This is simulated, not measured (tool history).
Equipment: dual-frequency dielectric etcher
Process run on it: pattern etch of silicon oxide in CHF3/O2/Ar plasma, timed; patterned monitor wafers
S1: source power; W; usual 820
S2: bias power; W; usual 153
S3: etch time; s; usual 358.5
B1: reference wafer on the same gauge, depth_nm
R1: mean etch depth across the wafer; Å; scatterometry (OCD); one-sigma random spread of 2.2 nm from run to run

| run | hour | S1 | S2 | S3 | B1 | R1 |
|---|---|---|---|---|---|---|
| 1 | 0 | 820 | 153 | 358.5 | 827.5 | 7656 |
| 2 | 14.4 | 820 | 153 | 358.5 | 827.1 | 7695 |
| 3 | 21 | 820 | 153 | 358.5 | 828.3 | 7644 |
| 4 | 30 | 820 | 153 | 358.5 | 827.5 | 7650 |
| 5 | 39.9 | 820 | 153 | 358.5 | 828.1 | 7687 |
| 6 | 55.1 | 820 | 153 | 358.5 | 828.7 | 7693 |
| 7 | 66 | 820 | 172 | 358.5 | 828.3 | 8013 |
| 8 | 73.1 | 820 | 172 | 358.5 | 827.6 | 7984 |
|  | 104.4 | upper electrode replaced |
| 9 | 104.9 | 820 | 172 | 358.5 | 827.4 | 8049 |
| 10 | 106.2 | 780 | 153 | 358.5 | 828.9 | 7536 |
| 11 | 114.4 | 820 | 125 | 358.5 | 828.4 | 7183 |
| 12 | 121.5 | 770 | 189 | 394 | 827.8 | 9006 |
|  | 135 | gauge calibrated |
|  | 135.1 | source power generator calibrated |
|  | 147.8 | wet clean of the chamber |
| 13 | 148.3 | 640 | 188 | 358.5 | 828.2 | 7295 |
| 14 | 148.7 | 940 | 135 | 410.5 | 828.4 | 8542 |
| 15 | 154.6 | 970 | 175 | 310.5 | 827.5 | 7100 |
| 16 | 171.6 | 820 | 153 | 358.5 | 828.3 | 7427 |
|  | 176 | bias power generator calibrated |
| 17 | 185.8 | 990 | 153 | 358.5 | 827.7 | 7925 |
| 18 | 200.2 | 820 | 186 | 358.5 | 828.2 | 7968 |
| 19 | 217.6 | 820 | 153 | 358.5 | 828.5 | 7472 |
| 20 | 224.1 | 820 | 153 | 358.5 | 827.3 | 7489 |
| 21 | 236 | 820 | 153 | 358.5 | 827.1 | 7462 |
| 22 | 242 | 820 | 185 | 417 | 827.2 | 9330 |

Some steps in R1 between neighbouring runs. How much of each would the tool show without its hidden state too (settings, what came in, random variation), and how much is left for the hidden state, with any gauge scatter that isn't in both results?
The tool's hidden condition here consists of: etch rate over this chamber's usual, %; source power that arrives over what is set, %; bias power that arrives over what is set, %; gauge reads high (%).
Run 11 -> 12: S1 820 -> 770, S2 125 -> 189, S3 358.5 -> 394. R1 +1823 Å: hidden state +86, all else +1737.
Run 12 -> 13: S1 770 -> 640, S2 189 -> 188, S3 394 -> 358.5, gauge calibrated, source power generator calibrated, wet clean of the chamber. R1 -1711 Å: hidden state -393, all else -1318.
Run 21 -> 22: S2 153 -> 185, S3 358.5 -> 417. R1 +1868 Å: hidden state +25, all else +1843.

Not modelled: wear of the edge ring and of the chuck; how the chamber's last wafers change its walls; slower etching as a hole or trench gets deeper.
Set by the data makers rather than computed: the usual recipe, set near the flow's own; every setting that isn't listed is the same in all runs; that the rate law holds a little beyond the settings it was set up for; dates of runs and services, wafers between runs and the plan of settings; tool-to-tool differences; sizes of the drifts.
